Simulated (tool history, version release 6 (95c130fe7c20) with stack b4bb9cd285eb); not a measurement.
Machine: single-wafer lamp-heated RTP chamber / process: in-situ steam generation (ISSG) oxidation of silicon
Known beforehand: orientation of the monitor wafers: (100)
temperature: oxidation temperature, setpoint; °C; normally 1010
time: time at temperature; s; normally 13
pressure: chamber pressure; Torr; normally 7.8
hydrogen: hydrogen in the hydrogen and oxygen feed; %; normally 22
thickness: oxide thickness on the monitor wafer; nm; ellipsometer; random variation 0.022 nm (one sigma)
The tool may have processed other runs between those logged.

| run | day | temperature | time | pressure | hydrogen | read-back reference wafer on the same gauge, thickness | thickness |
|---|---|---|---|---|---|---|---|
| 1 | 0.000 | 1010 | 13 | 7.8 | 22 | 3.818 | 4.263 |
| 2 | 2.708 | 1010 | 13 | 7.8 | 22 | 3.819 | 4.287 |
| 3 | 5.354 | 1010 | 13 | 7.8 | 22 | 3.820 | 4.265 |
| 4 | 8.517 | 1010 | 13 | 7.8 | 22 | 3.822 | 4.307 |
|  | 9.212 | pyrometer window cleaned and pyrometer calibrated |
| 5 | 13.967 | 1010 | 13 | 7.8 | 22 | 3.814 | 4.315 |
|  | 15.075 | gauge calibrated |
| 6 | 18.304 | 1010 | 13 | 7.8 | 22 | 3.813 | 4.267 |
| 7 | 21.475 | 1010 | 13 | 7.8 | 22 | 3.813 | 4.295 |
|  | 24.246 | pyrometer window cleaned and pyrometer calibrated |
| 8 | 25.392 | 1010 | 13 | 7.8 | 22 | 3.815 | 4.268 |
| 9 | 29.292 | 1010 | 13 | 7.8 | 22 | 3.819 | 4.262 |
| 10 | 32.225 | 1010 | 13 | 7.8 | 22 | 3.820 | 4.221 |
| 11 | 33.908 | 1017 | 13 | 7.8 | 22 | 3.820 | 4.370 |
| 12 | 35.938 | 1017 | 13 | 7.8 | 22 | 3.823 | 4.415 |
|  | 37.879 | pyrometer window cleaned and pyrometer calibrated |
| 13 | 37.900 | 1010 | 13 | 7.8 | 22 | 3.823 | 4.257 |
| 14 | 39.362 | 1010 | 13 | 7.8 | 22 | 3.811 | 4.293 |
| 15 | 42.625 | 992 | 8 | 7.8 | 19 | 3.819 | 3.153 |
| 16 | 46.471 | 1010 | 13 | 7.8 | 15 | 3.821 | 3.892 |
| 17 | 49.921 | 1022 | 11 | 8.3 | 15 | 3.822 | 3.771 |
|  | 52.200 | pressure gauge zeroed |
|  | 53.208 | pyrometer window cleaned and pyrometer calibrated |
| 18 | 53.279 | 1010 | 18 | 7.8 | 22 | 3.818 | 4.948 |
|  | 55.421 | gauge calibrated |
| 19 | 56.492 | 1010 | 13 | 7.8 | 22 | 3.821 | 4.293 |
|  | 57.208 | hydrogen flow controller replaced |
| 20 | 58.917 | 1010 | 13 | 7.3 | 30 | 3.821 | 4.648 |
| 21 | 60.867 | 1010 | 13 | 9.2 | 31 | 3.822 | 4.597 |
| 22 | 63.117 | 1010 | 11 | 7.8 | 29 | 3.820 | 4.302 |
| 23 | 65.654 | 1010 | 13 | 7.8 | 15 | 3.823 | 3.890 |
|  | 66.146 | pyrometer window cleaned and pyrometer calibrated |
| 24 | 69.433 | 1010 | 13 | 7.8 | 22 | 3.823 | 4.270 |
| 25 | 71.942 | 1026 | 8 | 6.9 | 32 | 3.821 | 4.052 |

Forecast each of these 3 alternatives for the next run:
| A | 71.958 | 1010 | 16 | 7.8 | 22 | ? | ? |
| B | 71.958 | 1010 | 13 | 7.8 | 14 | ? | ? |
| C | 71.958 | 1010 | 10 | 7.8 | 22 | ? | ? |

| run | read-back reference wafer on the same gauge, thickness | thickness |
|---|---|---|
| A | 3.824 | 4.675 |
| B | 3.824 | 3.816 |
| C | 3.824 | 3.796 |
Stripped of hidden state, with their random variation kept, the same runs would have yielded:
| run | thickness |
|---|---|
| A | 4.675 |
| B | 3.816 |
| C | 3.796 |
